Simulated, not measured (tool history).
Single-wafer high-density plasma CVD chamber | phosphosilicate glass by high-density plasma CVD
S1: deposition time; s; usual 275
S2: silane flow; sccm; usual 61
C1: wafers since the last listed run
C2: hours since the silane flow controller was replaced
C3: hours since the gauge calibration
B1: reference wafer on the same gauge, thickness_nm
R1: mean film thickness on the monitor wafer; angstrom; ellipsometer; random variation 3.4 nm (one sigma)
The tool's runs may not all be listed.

run 1 day=0.000 | S1=254 S2=66 | C1=0 C2=4121.0 C3=369.1 | B1=1900.620 | R1=16770.47
run 2 day=0.892 | S1=275 S2=61 | C1=191 C2=4142.4 C3=390.5 | B1=1899.805 | R1=16757.59
run 3 day=2.212 | S1=312 S2=61 | C1=283 C2=4174.1 C3=422.2 | B1=1899.115 | R1=19032.82
run 4 day=2.967 | S1=275 S2=61 | C1=161 C2=4192.2 C3=440.3 | B1=1899.977 | R1=16723.94
run 5 day=4.204 | S1=275 S2=61 | C1=265 C2=4221.9 C3=470.0 | B1=1899.448 | R1=16771.36
run 6 day=5.038 | S1=275 S2=61 | C1=178 C2=4241.9 C3=490.0 | B1=1900.202 | R1=16761.54
run 7 day=5.625 | S1=275 S2=61 | C1=125 C2=4256.0 C3=504.1 | B1=1899.414 | R1=16777.44
run 8 day=6.254 | S1=275 S2=61 | C1=134 C2=4271.1 C3=519.2 | B1=1900.116 | R1=16754.57
run 9 day=7.525 | S1=275 S2=61 | C1=272 C2=4301.6 C3=549.7 | B1=1899.551 | R1=16733.01
run 10 day=8.846 | S1=275 S2=61 | C1=283 C2=4333.3 C3=581.4 | B1=1899.570 | R1=16763.95
run 11 day=9.879 | S1=275 S2=61 | C1=221 C2=4358.1 C3=606.2 | B1=1898.936 | R1=16776.83
run 12 day=12.521 | S1=275 S2=61 | C1=566 C2=4421.5 C3=669.6 | B1=1899.186 | R1=16735.60
run 13 day=13.554 | S1=275 S2=61 | C1=221 C2=4446.3 C3=694.4 | B1=1899.454 | R1=16698.57
-- day=13.696 gauge calibrated
run 14 day=14.433 | S1=261 S2=55 | C1=188 C2=4467.4 C3=17.7 | B1=1900.405 | R1=14230.39
-- day=15.375 silane flow controller replaced
run 15 day=15.408 | S1=232 S2=53 | C1=137 C2=0.8 C3=41.1 | B1=1899.418 | R1=13150.92
run 16 day=16.804 | S1=275 S2=61 | C1=299 C2=34.3 C3=74.6 | B1=1899.956 | R1=17873.60
run 17 day=17.992 | S1=318 S2=61 | C1=254 C2=62.8 C3=103.1 | B1=1900.494 | R1=20652.68
run 18 day=21.021 | S1=275 S2=61 | C1=649 C2=135.5 C3=175.8 | B1=1900.252 | R1=17899.03
run 19 day=21.679 | S1=254 S2=61 | C1=141 C2=151.3 C3=191.6 | B1=1899.407 | R1=16502.37
run 20 day=22.617 | S1=275 S2=61 | C1=200 C2=173.8 C3=214.1 | B1=1899.658 | R1=17845.64
run 21 day=24.079 | S1=325 S2=66 | C1=313 C2=208.9 C3=249.2 | B1=1900.266 | R1=22835.67
run 22 day=24.933 | S1=231 S2=61 | C1=183 C2=229.4 C3=269.7 | B1=1899.640 | R1=14927.38
run 23 day=28.254 | S1=324 S2=61 | C1=711 C2=309.1 C3=349.4 | B1=1899.887 | R1=21040.62
run 24 day=29.062 | S1=298 S2=49 | C1=173 C2=328.5 C3=368.8 | B1=1900.530 | R1=15537.75
run 25 day=30.192 | S1=260 S2=55 | C1=242 C2=355.6 C3=395.9 | B1=1899.458 | R1=15198.12
run 26 day=31.629 | S1=275 S2=61 | C1=308 C2=390.1 C3=430.4 | B1=1901.186 | R1=17789.22

4 ways to go on from here, each from the tool as it stands after run 26. What would each give?
run A day=31.650 | S1=275 S2=61 | C1=4 C2=390.6 C3=430.9 | B1=? | R1=?
run B day=31.650 | S1=248 S2=53 | C1=4 C2=390.6 C3=430.9 | B1=? | R1=?
run C day=31.650 | S1=325 S2=49 | C1=4 C2=390.6 C3=430.9 | B1=? | R1=?
run D day=31.650 | S1=275 S2=68 | C1=4 C2=390.6 C3=430.9 | B1=? | R1=?

run=A B1=1899.601 R1=17798.79
run=B B1=1899.601 R1=13946.18
run=C B1=1899.601 R1=16896.91
run=D B1=1899.601 R1=19841.27
Without the tool's hidden state the same runs would have given:
run=A R1=17887.03
run=B R1=14015.33
run=C R1=16980.68
run=D R1=19939.64

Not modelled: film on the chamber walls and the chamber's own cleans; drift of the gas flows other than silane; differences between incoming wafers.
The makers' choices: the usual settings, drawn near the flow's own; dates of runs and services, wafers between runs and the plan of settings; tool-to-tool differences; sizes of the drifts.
